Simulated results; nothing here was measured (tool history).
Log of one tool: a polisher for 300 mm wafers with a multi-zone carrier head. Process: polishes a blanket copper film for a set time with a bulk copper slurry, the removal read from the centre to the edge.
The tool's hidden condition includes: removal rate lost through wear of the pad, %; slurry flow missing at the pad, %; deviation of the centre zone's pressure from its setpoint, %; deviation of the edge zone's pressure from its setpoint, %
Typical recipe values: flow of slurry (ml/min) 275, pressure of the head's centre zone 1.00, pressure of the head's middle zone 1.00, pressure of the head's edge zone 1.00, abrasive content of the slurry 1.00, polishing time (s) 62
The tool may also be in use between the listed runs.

run    hour  flow of slurry (ml/min)  pressure of the head's centre zone  pressure of the head's middle zone  pressure of the head's edge zone  abrasive content of the slurry  polishing time (s)  wafers since the last listed run  wafers polished on this pad  hours since the slurry nozzle was cleaned  hours since the centre zone pressure was calibrated  hours since the edge zone pressure was calibrated  hours since the carrier head's membrane was replaced  incoming thickness of the incoming film, nm  film removed at the wafer's centre (nm)  film removed at mid-radius (nm)  film removed at the wafer's edge (nm)
  1     0.0                      275                                1.00                                1.00                              1.00                            1.00                  62                                 0                         4433                                      320.0                                                580.6                                              310.5                                                 747.0                                       4376.2                                    358.5                            356.0                                  355.0
  2    38.0                      275                                1.00                                1.00                              1.00                            1.00                  62                               383                         4816                                      358.0                                                618.6                                              348.5                                                 785.0                                       4441.4                                    347.5                            353.3                                  356.0
      127.6  -- worn pad replaced by a new one
  3   139.2                      275                                1.00                                1.00                              1.00                            1.00                  62                               980                          117                                      459.2                                                719.8                                              449.7                                                 886.2                                       4384.1                                    335.4                            335.0                                  335.6
      173.3  -- carrier head's membrane replaced by a new one
  4   220.2                      275                                1.00                                1.00                              1.00                            1.00                  62                               767                          884                                      540.2                                                800.8                                              530.7                                                  46.9                                       4421.2                                    332.8                            328.2                                  328.1
  5   275.8                      275                                1.00                                1.00                              1.00                            1.00                  62                               561                         1445                                      595.8                                                856.4                                              586.3                                                 102.5                                       4479.6                                    324.3                            323.0                                  329.5
      367.5  -- slurry nozzle cleaned
  6   376.1                      210                                1.12                                1.00                              0.96                            1.00                  42                              1002                         2447                                        8.6                                                956.7                                              686.6                                                 202.8                                       4432.2                                    236.2                            213.0                                  212.1
  7   414.0                      275                                1.00                                1.00                              1.00                            1.00                  62                               382                         2829                                       46.5                                                994.6                                              724.5                                                 240.7                                       4440.5                                    326.2                            317.0                                  319.6
      455.3  -- worn pad replaced by a new one, repeated, since the last time left the tool worse
  8   482.4                      275                                1.00                                1.00                              1.00                            1.00                  62                               649                          273                                      114.9                                               1063.0                                              792.9                                                 309.1                                       4410.5                                    376.1                            371.7                                  376.7
  9   569.7                      355                                1.00                                1.00                              1.00                            1.00                  42                               881                         1154                                      202.2                                               1150.3                                              880.2                                                 396.4                                       4445.6                                    258.7                            256.9                                  254.0
      644.0  -- centre zone pressure recalibrated
      670.0  -- edge zone pressure recalibrated
 10   673.8                      275                                1.00                                1.00                              0.96                            1.15                  62                              1010                         2164                                      306.3                                                 29.8                                                3.8                                                 500.5                                       4401.5                                    379.7                            378.2                                  371.8
 11   735.0                      275                                1.10                                0.94                              1.00                            1.00                  62                               617                         2782                                      367.5                                                 91.0                                               65.0                                                 561.7                                       4445.4                                    406.6                            345.0                                  364.3
 12   832.9                      245                                1.00                                1.00                              1.05                            0.90                  75                               988                         3770                                      465.4                                                188.9                                              162.9                                                 659.6                                       4394.0                                    425.3                            417.4                                  438.8
      938.5  -- carrier head's membrane replaced by a new one
 13   939.6                      275                                1.00                                1.00                              1.00                            1.00                  62                              1026                         4796                                      572.1                                                295.6                                              269.6                                                   1.1                                       4460.1                                    355.5                            356.0                                  356.3
 14  1002.9                      275                                1.00                                1.00                              1.00                            1.00                  62                               638                         5435                                      635.4                                                358.9                                              332.9                                                  64.4                                       4472.7                                    351.0                            353.7                                  354.8
     1005.6  -- slurry nozzle cleaned
     1007.1  -- worn pad replaced by a new one
 15  1066.2                      245                                1.00                                0.89                              1.00                            1.00                  62                               614                          596                                       60.6                                                422.2                                              396.2                                                 127.7                                       4484.9                                    367.4                            336.6                                  367.4
 16  1244.0                      275                                1.00                                1.00                              1.00                            1.00                  62                              1794                         2391                                      238.4                                                600.0                                              574.0                                                 305.5                                       4377.9                                    362.5                            363.3                                  366.4
 17  1294.6                      275                                1.00                                1.00                              1.00                            1.00                  62                               510                         2901                                      289.0                                                650.6                                              624.6                                                 356.1                                       4401.4                                    366.4                            366.2                                  363.5
 18  1372.5                      305                                1.00                                1.00                              1.00                            1.00                  45                               786                         3688                                      366.9                                                728.5                                              702.5                                                 434.0                                       4452.1                                    264.5                            261.1                                  265.7
     1520.0  -- worn pad replaced by a new one
 19  1634.0                      275                                1.09                                1.00                              1.00                            1.00                  62                              2598                         1150                                      628.4                                                990.0                                              964.0                                                 695.5                                       4434.8                                    407.6                            371.9                                  374.2
     1653.3  -- slurry nozzle cleaned
 20  1677.7                      230                                1.00                                1.00                              1.00                            1.25                  45                               430                         1581                                       24.4                                               1033.7                                             1007.7                                                 739.2                                       4500.4                                    276.4                            280.7                                  277.2
 21  1767.0                      275                                1.12                                1.00                              1.00                            1.00                  54                               901                         2482                                      113.7                                               1123.0                                             1097.0                                                 828.5                                       4471.9                                    354.3                            322.1                                  321.0

Below are 4 alternative next runs, each starting from the tool's condition after run 21. Predict each:
  A  1767.4                      275                                1.00                                1.00                              1.00                            1.00                  62                                 4                         2486                                      114.1                                               1123.4                                             1097.4                                                 828.9                                       4414.5                                        ?                                ?                                      ?
  B  1767.4                      275                                1.00                                0.91                              1.00                            1.15                  74                                 4                         2486                                      114.1                                               1123.4                                             1097.4                                                 828.9                                       4414.5                                        ?                                ?                                      ?
  C  1767.4                      275                                1.00                                1.00                              1.00                            0.70                  69                                 4                         2486                                      114.1                                               1123.4                                             1097.4                                                 828.9                                       4414.5                                        ?                                ?                                      ?
  D  1767.4                      325                                0.94                                1.00                              1.00                            1.00                  62                                 4                         2486                                      114.1                                               1123.4                                             1097.4                                                 828.9                                       4414.5                                        ?                                ?                                      ?

run  film removed at the wafer's centre (nm)  film removed at mid-radius (nm)  film removed at the wafer's edge (nm)
  A                                    359.8                            371.2                                  369.4
  B                                    442.3                            421.9                                  454.9
  C                                    371.7                            383.5                                  381.6
  D                                    343.4                            376.7                                  373.4
What these runs would have given with no unlogged condition in the tool:
run  film removed at the wafer's centre (nm)  film removed at mid-radius (nm)  film removed at the wafer's edge (nm)
  A                                    370.2                            381.9                                  380.1
  B                                    455.0                            434.2                                  468.0
  C                                    382.4                            394.6                                  392.6
  D                                    353.4                            387.6                                  384.2
